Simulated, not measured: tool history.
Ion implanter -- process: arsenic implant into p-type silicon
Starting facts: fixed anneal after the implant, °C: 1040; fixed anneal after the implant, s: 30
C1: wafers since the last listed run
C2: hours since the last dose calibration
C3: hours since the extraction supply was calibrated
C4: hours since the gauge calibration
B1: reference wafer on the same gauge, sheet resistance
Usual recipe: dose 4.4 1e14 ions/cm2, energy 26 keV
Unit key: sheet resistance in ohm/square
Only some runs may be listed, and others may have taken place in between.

run 1 hour=0 | dose=4.97 energy=26 | C1=0 C2=321.5 C3=4573.8 C4=99.2 | B1=169.46 | sheet_resistance=183.5
run 2 hour=78.1 | dose=4.97 energy=26 | C1=1476 C2=399.6 C3=4651.9 C4=177.3 | B1=169.49 | sheet_resistance=183.5
-- hour=155.6 Faraday cup replaced and dose calibrated
run 3 hour=163 | dose=4.4 energy=26 | C1=1453 C2=7.4 C3=4736.8 C4=262.2 | B1=169.53 | sheet_resistance=201.45
run 4 hour=236.8 | dose=4.4 energy=26 | C1=1395 C2=81.2 C3=4810.6 C4=336 | B1=169.56 | sheet_resistance=201.4
run 5 hour=341.9 | dose=4.4 energy=26 | C1=1986 C2=186.3 C3=4915.7 C4=441.1 | B1=170.01 | sheet_resistance=201.98
run 6 hour=434.8 | dose=4.4 energy=26 | C1=1756 C2=279.2 C3=5008.6 C4=534 | B1=170.26 | sheet_resistance=202.54
run 7 hour=487.4 | dose=4.4 energy=26 | C1=994 C2=331.8 C3=5061.2 C4=586.6 | B1=170.61 | sheet_resistance=203.04
-- hour=525.2 extraction supply calibrated
run 8 hour=556.1 | dose=4.4 energy=26 | C1=1147 C2=400.5 C3=30.9 C4=655.3 | B1=170.68 | sheet_resistance=204.57
run 9 hour=594.9 | dose=4.4 energy=26 | C1=733 C2=439.3 C3=69.7 C4=694.1 | B1=171.05 | sheet_resistance=203.3
-- hour=621.3 Faraday cup replaced and dose calibrated
run 10 hour=659.2 | dose=4.4 energy=26 | C1=1064 C2=37.9 C3=134 C4=758.4 | B1=171.17 | sheet_resistance=203.9
run 11 hour=717.3 | dose=4.4 energy=26 | C1=1098 C2=96 C3=192.1 C4=816.5 | B1=171.52 | sheet_resistance=203.28
-- hour=750.5 gauge calibrated
run 12 hour=814.8 | dose=4.4 energy=26 | C1=1843 C2=193.5 C3=289.6 C4=64.3 | B1=169.28 | sheet_resistance=201.99
run 13 hour=854.1 | dose=4.8 energy=18 | C1=742 C2=232.8 C3=328.9 C4=103.6 | B1=168.91 | sheet_resistance=193.62
run 14 hour=943.7 | dose=5.06 energy=17.5 | C1=1693 C2=322.4 C3=418.5 C4=193.2 | B1=169.37 | sheet_resistance=188.2
run 15 hour=980.1 | dose=4.4 energy=26 | C1=688 C2=358.8 C3=454.9 C4=229.6 | B1=169.48 | sheet_resistance=201.08
run 16 hour=1023.3 | dose=4.4 energy=26 | C1=816 C2=402 C3=498.1 C4=272.8 | B1=169.37 | sheet_resistance=201.08
run 17 hour=1063.7 | dose=5.46 energy=22 | C1=763 C2=442.4 C3=538.5 C4=313.2 | B1=169.49 | sheet_resistance=174.21

What will run 18 give?
run 18 hour=1121.7 | dose=3.37 energy=22 | C1=1096 C2=500.4 C3=596.5 C4=371.2 | B1=? | sheet_resistance=?

Run 18 measured B1 169.46, sheet resistance 252.63 ohm/square.
Take away the tool's hidden state, keep the run-to-run variation as it was, and the same run would have given sheet resistance 251.74 ohm/square.

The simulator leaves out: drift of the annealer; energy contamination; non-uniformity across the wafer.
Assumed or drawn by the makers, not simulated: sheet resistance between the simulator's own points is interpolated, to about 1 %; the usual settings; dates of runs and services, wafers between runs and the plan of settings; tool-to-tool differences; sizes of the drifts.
